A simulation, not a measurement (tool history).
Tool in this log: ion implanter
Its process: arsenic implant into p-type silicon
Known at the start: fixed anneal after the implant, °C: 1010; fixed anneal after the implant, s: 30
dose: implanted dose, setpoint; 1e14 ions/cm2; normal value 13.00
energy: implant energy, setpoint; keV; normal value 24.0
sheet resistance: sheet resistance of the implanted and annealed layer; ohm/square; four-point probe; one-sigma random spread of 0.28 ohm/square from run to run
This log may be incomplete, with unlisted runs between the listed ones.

run,hour,dose,energy,"read-back reference wafer on the same gauge, sheet resistance",sheet resistance
1,0.0,12.11,29.0,85.75,97.04
2,71.9,12.11,29.0,85.71,97.56
3,138.0,15.02,24.0,85.57,92.47
4,198.0,15.02,24.0,85.75,91.51
5,255.1,15.02,24.0,85.65,91.74
6,311.6,13.00,24.0,85.62,97.92
7,342.2,13.00,24.0,85.75,97.53
8,410.5,13.00,24.0,85.59,97.13
9,468.9,13.00,24.0,85.74,97.55
10,528.2,13.00,24.0,85.74,97.43
11,561.4,13.00,24.0,85.81,97.04
12,602.7,13.00,24.0,85.74,97.14
13,660.2,13.00,24.0,85.71,97.08
14,689.5,13.00,27.5,85.70,94.73
15,795.6,13.00,24.0,85.66,97.32
16,848.4,13.00,24.0,85.65,97.02
17,899.2,13.00,24.0,85.68,96.44
18,948.4,9.14,24.0,85.70,117.22
19,989.9,13.00,29.5,85.68,91.94
20,1061.2,11.99,30.0,85.64,95.86
21,1131.5,13.00,24.0,85.73,96.30
# hour 1137.3: gauge calibrated
# hour 1153.0: Faraday cup replaced and dose calibrated
# hour 1154.2: extraction supply calibrated
22,1196.8,13.00,24.0,85.68,98.36
23,1229.1,11.53,31.0,85.70,99.21

Forecast run 24:
24,1269.5,13.00,24.0,?,?

{"run 24": {"read-back reference wafer on the same gauge, sheet resistance": 85.69, "sheet resistance": 98.51}}
The same run, on a tool lacking any hidden state, would have yielded sheet resistance 98.64 ohm/square.
